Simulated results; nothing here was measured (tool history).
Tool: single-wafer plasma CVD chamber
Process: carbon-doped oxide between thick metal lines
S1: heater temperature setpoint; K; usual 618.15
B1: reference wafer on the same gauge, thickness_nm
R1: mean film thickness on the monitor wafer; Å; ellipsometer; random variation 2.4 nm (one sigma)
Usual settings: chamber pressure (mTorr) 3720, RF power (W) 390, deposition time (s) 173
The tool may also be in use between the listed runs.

run 1 hour=0.0 | S1=618.15 chamber_pressure_(mTorr)=4280 RF_power_(W)=390 deposition_time_(s)=173 | B1=740.036 | R1=7207.03
run 2 hour=21.3 | S1=618.15 chamber_pressure_(mTorr)=4280 RF_power_(W)=390 deposition_time_(s)=173 | B1=739.956 | R1=7168.41
-- hour=33.2 showerhead replaced
run 3 hour=44.7 | S1=618.15 chamber_pressure_(mTorr)=4280 RF_power_(W)=390 deposition_time_(s)=173 | B1=740.160 | R1=7196.82
run 4 hour=72.3 | S1=618.15 chamber_pressure_(mTorr)=3720 RF_power_(W)=390 deposition_time_(s)=173 | B1=740.115 | R1=6988.10
-- hour=83.7 thermocouple changed; heater temperature recalibrated
-- hour=94.9 capacitance manometer re-zeroed and calibrated
run 5 hour=95.4 | S1=618.15 chamber_pressure_(mTorr)=3720 RF_power_(W)=390 deposition_time_(s)=173 | B1=739.710 | R1=7142.20
run 6 hour=116.6 | S1=618.15 chamber_pressure_(mTorr)=3720 RF_power_(W)=390 deposition_time_(s)=173 | B1=739.461 | R1=7141.15
run 7 hour=148.0 | S1=628.15 chamber_pressure_(mTorr)=3720 RF_power_(W)=390 deposition_time_(s)=173 | B1=740.218 | R1=6910.70
run 8 hour=178.7 | S1=631.15 chamber_pressure_(mTorr)=3720 RF_power_(W)=390 deposition_time_(s)=173 | B1=739.711 | R1=6871.30
run 9 hour=202.6 | S1=618.15 chamber_pressure_(mTorr)=3070 RF_power_(W)=390 deposition_time_(s)=173 | B1=740.069 | R1=6917.30
run 10 hour=263.9 | S1=618.15 chamber_pressure_(mTorr)=3720 RF_power_(W)=390 deposition_time_(s)=173 | B1=740.333 | R1=7093.98
run 11 hour=285.7 | S1=618.15 chamber_pressure_(mTorr)=3720 RF_power_(W)=425 deposition_time_(s)=151 | B1=739.984 | R1=6506.84
run 12 hour=306.3 | S1=618.15 chamber_pressure_(mTorr)=3720 RF_power_(W)=390 deposition_time_(s)=173 | B1=739.720 | R1=7064.09
run 13 hour=324.6 | S1=618.15 chamber_pressure_(mTorr)=3720 RF_power_(W)=390 deposition_time_(s)=197 | B1=740.279 | R1=8049.51
run 14 hour=352.2 | S1=618.15 chamber_pressure_(mTorr)=3720 RF_power_(W)=390 deposition_time_(s)=173 | B1=740.139 | R1=7044.59
run 15 hour=364.9 | S1=618.15 chamber_pressure_(mTorr)=3720 RF_power_(W)=390 deposition_time_(s)=173 | B1=739.918 | R1=7067.40
run 16 hour=379.9 | S1=618.15 chamber_pressure_(mTorr)=3720 RF_power_(W)=390 deposition_time_(s)=173 | B1=740.151 | R1=7054.79
run 17 hour=403.2 | S1=611.15 chamber_pressure_(mTorr)=4020 RF_power_(W)=390 deposition_time_(s)=140 | B1=740.281 | R1=5909.52
-- hour=413.2 RF generator calibrated
run 18 hour=422.4 | S1=618.15 chamber_pressure_(mTorr)=3720 RF_power_(W)=390 deposition_time_(s)=173 | B1=740.058 | R1=7208.49
run 19 hour=457.7 | S1=618.15 chamber_pressure_(mTorr)=3720 RF_power_(W)=390 deposition_time_(s)=173 | B1=739.934 | R1=7175.62
run 20 hour=486.0 | S1=618.15 chamber_pressure_(mTorr)=3720 RF_power_(W)=390 deposition_time_(s)=173 | B1=739.848 | R1=7170.58
run 21 hour=510.3 | S1=618.15 chamber_pressure_(mTorr)=3720 RF_power_(W)=390 deposition_time_(s)=173 | B1=739.758 | R1=7185.09
run 22 hour=527.8 | S1=623.15 chamber_pressure_(mTorr)=4150 RF_power_(W)=390 deposition_time_(s)=159 | B1=740.303 | R1=6610.69
run 23 hour=540.5 | S1=618.15 chamber_pressure_(mTorr)=3190 RF_power_(W)=390 deposition_time_(s)=173 | B1=739.782 | R1=6938.01
run 24 hour=558.2 | S1=631.15 chamber_pressure_(mTorr)=2960 RF_power_(W)=365 deposition_time_(s)=204 | B1=739.923 | R1=7597.97
run 25 hour=573.5 | S1=607.15 chamber_pressure_(mTorr)=3720 RF_power_(W)=350 deposition_time_(s)=184 | B1=740.011 | R1=7325.54
run 26 hour=667.4 | S1=611.15 chamber_pressure_(mTorr)=2900 RF_power_(W)=390 deposition_time_(s)=173 | B1=740.094 | R1=7023.94
run 27 hour=699.6 | S1=618.15 chamber_pressure_(mTorr)=3720 RF_power_(W)=330 deposition_time_(s)=150 | B1=740.137 | R1=5541.49
run 28 hour=731.7 | S1=618.15 chamber_pressure_(mTorr)=3080 RF_power_(W)=435 deposition_time_(s)=149 | B1=740.100 | R1=6374.93
run 29 hour=753.3 | S1=618.15 chamber_pressure_(mTorr)=3720 RF_power_(W)=370 deposition_time_(s)=173 | B1=740.199 | R1=6820.20

3 ways to go on from here, each from the tool as it stands after run 29. What would each give?
run A hour=753.7 | S1=618.15 chamber_pressure_(mTorr)=3720 RF_power_(W)=390 deposition_time_(s)=150 | B1=? | R1=?
run B hour=753.7 | S1=613.15 chamber_pressure_(mTorr)=3100 RF_power_(W)=390 deposition_time_(s)=182 | B1=? | R1=?
run C hour=753.7 | S1=618.15 chamber_pressure_(mTorr)=4100 RF_power_(W)=390 deposition_time_(s)=173 | B1=? | R1=?

run=A B1=739.906 R1=6145.92
run=B B1=739.906 R1=7384.06
run=C B1=739.906 R1=7193.66
Without the tool's hidden state the same runs would have given:
run=A R1=6328.64
run=B R1=7608.11
run=C R1=7407.53
